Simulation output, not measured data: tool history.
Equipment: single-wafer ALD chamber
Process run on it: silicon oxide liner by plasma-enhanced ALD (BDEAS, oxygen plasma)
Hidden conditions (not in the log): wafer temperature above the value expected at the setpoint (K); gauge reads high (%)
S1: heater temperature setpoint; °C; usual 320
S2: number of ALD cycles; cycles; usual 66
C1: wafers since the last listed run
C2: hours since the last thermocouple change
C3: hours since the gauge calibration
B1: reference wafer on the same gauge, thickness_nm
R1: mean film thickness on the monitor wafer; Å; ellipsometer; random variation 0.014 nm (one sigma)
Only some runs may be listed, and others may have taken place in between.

Run 1, day 0.000: usual settings; C1 0; C2 933.3; C3 1125.4; B1 4.951. Result: R1 55.97 Å.
Run 2, day 2.858: usual settings; C1 346; C2 1001.9; C3 1194.0; B1 4.951. Result: R1 55.73 Å.
Run 3, day 4.883: usual settings; C1 245; C2 1050.5; C3 1242.6; B1 4.951. Result: R1 55.69 Å.
Run 4, day 8.921: usual settings; C1 489; C2 1147.4; C3 1339.5; B1 4.952. Result: R1 55.50 Å.
Run 5, day 12.754: usual settings; C1 464; C2 1239.4; C3 1431.5; B1 4.949. Result: R1 55.56 Å.
Run 6, day 15.829: usual settings; C1 372; C2 1313.2; C3 1505.3; B1 4.950. Result: R1 55.61 Å.
Run 7, day 18.546: usual settings but S1 312 °C; C1 329; C2 1378.4; C3 1570.5; B1 4.951. Result: R1 56.27 Å.
Run 8, day 20.346: usual settings but S1 312 °C; C1 218; C2 1421.6; C3 1613.7; B1 4.949. Result: R1 56.28 Å.
Run 9, day 23.017: usual settings; C1 323; C2 1485.7; C3 1677.8; B1 4.951. Result: R1 55.59 Å.
Run 10, day 24.704: usual settings; C1 204; C2 1526.2; C3 1718.3; B1 4.947. Result: R1 55.50 Å.
Run 11, day 27.875: usual settings; C1 384; C2 1602.3; C3 1794.4; B1 4.949. Result: R1 55.76 Å.
Run 12, day 31.975: usual settings; C1 496; C2 1700.7; C3 1892.8; B1 4.949. Result: R1 55.83 Å.
Run 13, day 36.379: usual settings; C1 533; C2 1806.4; C3 1998.5; B1 4.951. Result: R1 55.59 Å.
Run 14, day 37.888: usual settings; C1 182; C2 1842.6; C3 2034.7; B1 4.952. Result: R1 55.70 Å.
Run 15, day 39.612: usual settings; C1 208; C2 1884.0; C3 2076.1; B1 4.952. Result: R1 55.77 Å.
Run 16, day 43.829: usual settings; C1 510; C2 1985.2; C3 2177.3; B1 4.950. Result: R1 55.49 Å.
Run 17, day 46.075: usual settings but S1 330 °C, S2 57 cycles; C1 272; C2 2039.1; C3 2231.2; B1 4.951. Result: R1 47.10 Å.
Run 18, day 47.621: usual settings but S1 330 °C, S2 57 cycles; C1 187; C2 2076.2; C3 2268.3; B1 4.949. Result: R1 47.28 Å.
Run 19, day 50.638: usual settings but S2 59 cycles; C1 365; C2 2148.6; C3 2340.7; B1 4.949. Result: R1 49.56 Å.
Run 20, day 54.988: usual settings; C1 527; C2 2253.0; C3 2445.1; B1 4.949. Result: R1 55.45 Å.
Run 21, day 56.917: usual settings; C1 233; C2 2299.3; C3 2491.4; B1 4.951. Result: R1 55.65 Å.
Run 22, day 61.104: usual settings but S1 327 °C; C1 507; C2 2399.8; C3 2591.9; B1 4.951. Result: R1 54.84 Å.
Run 23, day 65.229: usual settings but S1 334 °C, S2 74 cycles; C1 499; C2 2498.8; C3 2690.9; B1 4.950. Result: R1 60.57 Å.
At day 67.608: gauge calibrated.
Run 24, day 73.517: usual settings but S1 327 °C, S2 57 cycles; C1 1004; C2 2697.7; C3 141.8; B1 4.949. Result: R1 47.14 Å.
Run 25, day 76.825: usual settings but S2 73 cycles; C1 400; C2 2777.1; C3 221.2; B1 4.949. Result: R1 61.48 Å.
At day 81.762: thermocouple changed; heater temperature recalibrated.
Run 26, day 89.767: usual settings but S1 313 °C, S2 57 cycles; C1 1527; C2 192.1; C3 531.8; B1 4.950. Result: R1 49.09 Å.
Run 27, day 94.075: usual settings; C1 521; C2 295.5; C3 635.2; B1 4.949. Result: R1 56.35 Å.
Run 28, day 105.133: usual settings but S1 310 °C, S2 58 cycles; C1 1339; C2 560.9; C3 900.6; B1 4.948. Result: R1 50.37 Å.
Run 29, day 108.625: usual settings; C1 423; C2 644.7; C3 984.4; B1 4.951. Result: R1 56.27 Å.
Run 30, day 111.783: usual settings but S1 328 °C, S2 60 cycles; C1 382; C2 720.5; C3 1060.2; B1 4.953. Result: R1 50.61 Å.
Run 31, day 114.654: usual settings but S2 60 cycles; C1 347; C2 789.4; C3 1129.1; B1 4.950. Result: R1 51.23 Å.
Run 32, day 117.525: usual settings; C1 347; C2 858.3; C3 1198.0; B1 4.950. Result: R1 56.26 Å.
At day 118.838: thermocouple changed; heater temperature recalibrated, repeated, since the last time left the tool worse.
Run 33, day 120.042: usual settings but S2 61 cycles; C1 264; C2 28.9; C3 1258.4; B1 4.951. Result: R1 51.41 Å.
Run 34, day 121.767: usual settings but S1 308 °C, S2 56 cycles; C1 208; C2 70.3; C3 1299.8; B1 4.951. Result: R1 48.23 Å.
Run 35, day 125.304: usual settings; C1 428; C2 155.2; C3 1384.7; B1 4.950. Result: R1 55.67 Å.
Run 36, day 129.338: usual settings but S1 306 °C, S2 69 cycles; C1 488; C2 252.0; C3 1481.5; B1 4.948. Result: R1 59.44 Å.
Run 37, day 132.667: usual settings but S1 332 °C, S2 61 cycles; C1 403; C2 331.9; C3 1561.4; B1 4.947. Result: R1 50.48 Å.
Run 38, day 135.062: usual settings but S1 307 °C; C1 290; C2 389.4; C3 1618.9; B1 4.946. Result: R1 56.71 Å.
Run 39, day 137.333: usual settings but S1 327 °C, S2 73 cycles; C1 275; C2 443.9; C3 1673.4; B1 4.951. Result: R1 61.00 Å.
Run 40, day 141.117: usual settings but S1 334 °C, S2 62 cycles; C1 458; C2 534.7; C3 1764.2; B1 4.949. Result: R1 51.18 Å.
Run 41, day 144.325: usual settings but S1 327 °C, S2 61 cycles; C1 388; C2 611.7; C3 1841.2; B1 4.950. Result: R1 50.97 Å.
Run 42, day 147.304: usual settings but S1 332 °C, S2 75 cycles; C1 360; C2 683.2; C3 1912.7; B1 4.947. Result: R1 61.98 Å.
Run 43, day 150.708: usual settings; C1 412; C2 764.9; C3 1994.4; B1 4.949. Result: R1 55.77 Å.
Run 44, day 153.433: usual settings but S1 325 °C, S2 73 cycles; C1 330; C2 830.3; C3 2059.8; B1 4.946. Result: R1 61.21 Å.
Run 45, day 155.088: usual settings but S1 314 °C; C1 200; C2 870.0; C3 2099.5; B1 4.948. Result: R1 56.17 Å.

For some of the steps in R1 from one run to the next: how much would appear even if the tool had no hidden state, given the settings, what came in and random variation, and how much remains for the hidden state plus any gauge scatter that the measured result and the result without hidden state don't share?
Run 23 -> 24: S1 334 -> 327, S2 74 -> 57, gauge calibrated. R1 -13.43 Å: hidden state +0.01, all else -13.44.
Run 24 -> 25: S1 327 -> 320, S2 57 -> 73. R1 +14.34 Å: hidden state -0.09, all else +14.43.
Run 25 -> 26: S1 320 -> 313, S2 73 -> 57, thermocouple changed; heater temperature recalibrated. R1 -12.39 Å: hidden state +0.97, all else -13.36.
Run 26 -> 27: S1 313 -> 320, S2 57 -> 66. R1 +7.26 Å: hidden state +0.10, all else +7.16.
Run 32 -> 33: S2 66 -> 61, thermocouple changed; heater temperature recalibrated, repeated, since the last time left the tool worse. R1 -4.85 Å: hidden state -0.61, all else -4.24.
